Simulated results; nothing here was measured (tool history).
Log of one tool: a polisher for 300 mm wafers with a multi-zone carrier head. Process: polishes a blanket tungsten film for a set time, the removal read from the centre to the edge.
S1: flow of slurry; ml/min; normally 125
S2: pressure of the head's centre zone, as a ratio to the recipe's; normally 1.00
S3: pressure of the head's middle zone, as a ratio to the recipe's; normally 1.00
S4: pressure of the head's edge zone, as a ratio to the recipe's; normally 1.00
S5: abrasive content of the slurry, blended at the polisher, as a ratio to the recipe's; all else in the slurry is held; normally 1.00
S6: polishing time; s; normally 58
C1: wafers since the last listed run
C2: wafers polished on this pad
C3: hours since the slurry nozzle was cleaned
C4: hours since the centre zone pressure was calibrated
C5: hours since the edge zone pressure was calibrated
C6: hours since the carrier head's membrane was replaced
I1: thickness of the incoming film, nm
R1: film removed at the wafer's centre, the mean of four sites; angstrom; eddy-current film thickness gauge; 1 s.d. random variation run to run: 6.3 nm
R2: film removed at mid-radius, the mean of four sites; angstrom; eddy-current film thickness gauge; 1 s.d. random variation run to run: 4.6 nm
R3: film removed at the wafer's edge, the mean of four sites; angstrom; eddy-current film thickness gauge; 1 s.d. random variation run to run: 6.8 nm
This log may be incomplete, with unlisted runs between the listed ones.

{"run": 1, "hour": 0.0, "S1": 125, "S2": 1.0, "S3": 1.0, "S4": 1.0, "S5": 1.0, "S6": 58, "C1": 0, "C2": 196, "C3": 58.6, "C4": 190.0, "C5": 22.3, "C6": 647.3, "I1": 1281.7, "R1": 5125, "R2": 5092, "R3": 4872}
{"run": 2, "hour": 80.7, "S1": 125, "S2": 1.0, "S3": 1.0, "S4": 1.0, "S5": 1.0, "S6": 58, "C1": 723, "C2": 919, "C3": 139.3, "C4": 270.7, "C5": 103.0, "C6": 728.0, "I1": 1323.8, "R1": 5224, "R2": 4966, "R3": 4948}
{"run": 3, "hour": 167.3, "S1": 125, "S2": 1.0, "S3": 1.0, "S4": 1.0, "S5": 1.0, "S6": 58, "C1": 776, "C2": 1696, "C3": 225.9, "C4": 357.3, "C5": 189.6, "C6": 814.6, "I1": 1296.4, "R1": 5241, "R2": 4995, "R3": 4962}
{"hour": 227.7, "done": "worn pad replaced by a new one"}
{"run": 4, "hour": 247.2, "S1": 125, "S2": 1.0, "S3": 1.0, "S4": 1.0, "S5": 1.0, "S6": 58, "C1": 680, "C2": 175, "C3": 305.8, "C4": 437.2, "C5": 269.5, "C6": 894.5, "I1": 1313.4, "R1": 5255, "R2": 5022, "R3": 4934}
{"hour": 267.1, "done": "carrier head's membrane replaced by a new one"}
{"run": 5, "hour": 320.0, "S1": 125, "S2": 1.0, "S3": 1.0, "S4": 1.0, "S5": 1.0, "S6": 58, "C1": 608, "C2": 783, "C3": 378.6, "C4": 510.0, "C5": 342.3, "C6": 52.9, "I1": 1308.9, "R1": 5265, "R2": 4953, "R3": 4983}
{"hour": 324.6, "done": "edge zone pressure recalibrated"}
{"run": 6, "hour": 475.8, "S1": 125, "S2": 1.0, "S3": 1.0, "S4": 1.0, "S5": 1.0, "S6": 58, "C1": 1379, "C2": 2162, "C3": 534.4, "C4": 665.8, "C5": 151.2, "C6": 208.7, "I1": 1303.0, "R1": 5396, "R2": 4923, "R3": 4907}
{"hour": 498.8, "done": "centre zone pressure recalibrated"}
{"hour": 506.4, "done": "worn pad replaced by a new one"}
{"run": 7, "hour": 576.8, "S1": 125, "S2": 1.0, "S3": 1.0, "S4": 1.0, "S5": 1.0, "S6": 58, "C1": 851, "C2": 631, "C3": 635.4, "C4": 78.0, "C5": 252.2, "C6": 309.7, "I1": 1318.3, "R1": 4631, "R2": 4942, "R3": 5021}
{"run": 8, "hour": 683.3, "S1": 125, "S2": 1.0, "S3": 1.0, "S4": 1.0, "S5": 1.0, "S6": 58, "C1": 955, "C2": 1586, "C3": 741.9, "C4": 184.5, "C5": 358.7, "C6": 416.2, "I1": 1320.6, "R1": 4568, "R2": 5048, "R3": 4983}
{"hour": 686.9, "done": "centre zone pressure recalibrated, repeated, since the last time left the tool worse"}
{"hour": 717.7, "done": "edge zone pressure recalibrated"}
{"hour": 763.4, "done": "slurry nozzle cleaned"}
{"run": 9, "hour": 789.3, "S1": 125, "S2": 0.92, "S3": 1.0, "S4": 1.0, "S5": 1.0, "S6": 58, "C1": 905, "C2": 2492, "C3": 25.9, "C4": 102.4, "C5": 71.6, "C6": 522.2, "I1": 1276.7, "R1": 4840, "R2": 4980, "R3": 5097}
{"hour": 839.5, "done": "worn pad replaced by a new one"}
{"run": 10, "hour": 878.9, "S1": 125, "S2": 0.92, "S3": 1.0, "S4": 1.0, "S5": 1.0, "S6": 58, "C1": 767, "C2": 353, "C3": 115.5, "C4": 192.0, "C5": 161.2, "C6": 611.8, "I1": 1279.6, "R1": 4955, "R2": 5011, "R3": 4888}
{"run": 11, "hour": 942.3, "S1": 125, "S2": 0.88, "S3": 1.0, "S4": 1.12, "S5": 1.1, "S6": 58, "C1": 568, "C2": 922, "C3": 178.9, "C4": 255.4, "C5": 224.6, "C6": 675.2, "I1": 1294.5, "R1": 4816, "R2": 5073, "R3": 5355}
{"hour": 952.2, "done": "carrier head's membrane replaced by a new one"}
{"run": 12, "hour": 1048.4, "S1": 125, "S2": 1.0, "S3": 1.0, "S4": 1.0, "S5": 1.25, "S6": 58, "C1": 906, "C2": 1828, "C3": 285.0, "C4": 361.5, "C5": 330.7, "C6": 96.2, "I1": 1305.1, "R1": 5471, "R2": 5315, "R3": 5244}
{"hour": 1091.3, "done": "worn pad replaced by a new one"}
{"run": 13, "hour": 1094.5, "S1": 125, "S2": 0.93, "S3": 0.96, "S4": 1.0, "S5": 1.0, "S6": 58, "C1": 377, "C2": 28, "C3": 331.1, "C4": 407.6, "C5": 376.8, "C6": 142.3, "I1": 1285.9, "R1": 5068, "R2": 4788, "R3": 4935}
{"hour": 1111.4, "done": "edge zone pressure recalibrated"}
{"run": 14, "hour": 1156.8, "S1": 125, "S2": 1.0, "S3": 1.0, "S4": 1.0, "S5": 1.0, "S6": 58, "C1": 540, "C2": 569, "C3": 393.4, "C4": 469.9, "C5": 45.4, "C6": 204.6, "I1": 1296.4, "R1": 5147, "R2": 5084, "R3": 4920}
{"run": 15, "hour": 1209.1, "S1": 125, "S2": 1.0, "S3": 1.0, "S4": 1.0, "S5": 1.0, "S6": 58, "C1": 469, "C2": 1038, "C3": 445.7, "C4": 522.2, "C5": 97.7, "C6": 256.9, "I1": 1311.9, "R1": 5440, "R2": 4961, "R3": 5008}
{"run": 16, "hour": 1256.1, "S1": 125, "S2": 1.0, "S3": 1.0, "S4": 1.0, "S5": 1.0, "S6": 58, "C1": 421, "C2": 1459, "C3": 492.7, "C4": 569.2, "C5": 144.7, "C6": 303.9, "I1": 1295.9, "R1": 5353, "R2": 4993, "R3": 4948}
{"hour": 1318.9, "done": "centre zone pressure recalibrated"}
{"run": 17, "hour": 1326.7, "S1": 125, "S2": 1.0, "S3": 1.0, "S4": 1.0, "S5": 0.75, "S6": 58, "C1": 615, "C2": 2074, "C3": 563.3, "C4": 7.8, "C5": 215.3, "C6": 374.5, "I1": 1313.3, "R1": 4837, "R2": 4853, "R3": 4692}
{"run": 18, "hour": 1367.0, "S1": 125, "S2": 1.0, "S3": 1.0, "S4": 1.0, "S5": 1.0, "S6": 58, "C1": 361, "C2": 2436, "C3": 603.6, "C4": 48.1, "C5": 255.6, "C6": 414.8, "I1": 1303.4, "R1": 5115, "R2": 4974, "R3": 4966}
{"run": 19, "hour": 1413.1, "S1": 125, "S2": 0.95, "S3": 1.0, "S4": 1.0, "S5": 1.0, "S6": 58, "C1": 413, "C2": 2849, "C3": 649.7, "C4": 94.2, "C5": 301.7, "C6": 460.9, "I1": 1273.2, "R1": 4882, "R2": 5020, "R3": 4848}
{"hour": 1418.0, "done": "worn pad replaced by a new one"}
{"run": 20, "hour": 1458.9, "S1": 125, "S2": 1.12, "S3": 1.0, "S4": 1.0, "S5": 1.0, "S6": 72, "C1": 374, "C2": 366, "C3": 695.5, "C4": 140.0, "C5": 347.5, "C6": 506.7, "I1": 1293.8, "R1": 6962, "R2": 6291, "R3": 6269}

Here are 3 independent what-if runs from the current tool condition. What would each one return?
{"run": "A", "hour": 1459.3, "S1": 125, "S2": 1.0, "S3": 1.0, "S4": 1.0, "S5": 1.0, "S6": 58, "C1": 3, "C2": 370, "C3": 695.9, "C4": 140.4, "C5": 347.9, "C6": 507.1, "I1": 1302.6, "R1": "?", "R2": "?", "R3": "?"}
{"run": "B", "hour": 1459.3, "S1": 125, "S2": 1.0, "S3": 1.0, "S4": 1.0, "S5": 1.0, "S6": 39, "C1": 3, "C2": 370, "C3": 695.9, "C4": 140.4, "C5": 347.9, "C6": 507.1, "I1": 1302.6, "R1": "?", "R2": "?", "R3": "?"}
{"run": "C", "hour": 1459.3, "S1": 110, "S2": 1.0, "S3": 1.0, "S4": 1.1, "S5": 1.0, "S6": 58, "C1": 3, "C2": 370, "C3": 695.9, "C4": 140.4, "C5": 347.9, "C6": 507.1, "I1": 1302.6, "R1": "?", "R2": "?", "R3": "?"}

run=A R1=4998 R2=5036 R3=5052
run=B R1=3361 R2=3386 R3=3397
run=C R1=4807 R2=4866 R3=5171
Without the tool's hidden state the same runs would have given:
run=A R1=4915 R2=5037 R3=5052
run=B R1=3305 R2=3387 R3=3397
run=C R1=4726 R2=4866 R3=5171

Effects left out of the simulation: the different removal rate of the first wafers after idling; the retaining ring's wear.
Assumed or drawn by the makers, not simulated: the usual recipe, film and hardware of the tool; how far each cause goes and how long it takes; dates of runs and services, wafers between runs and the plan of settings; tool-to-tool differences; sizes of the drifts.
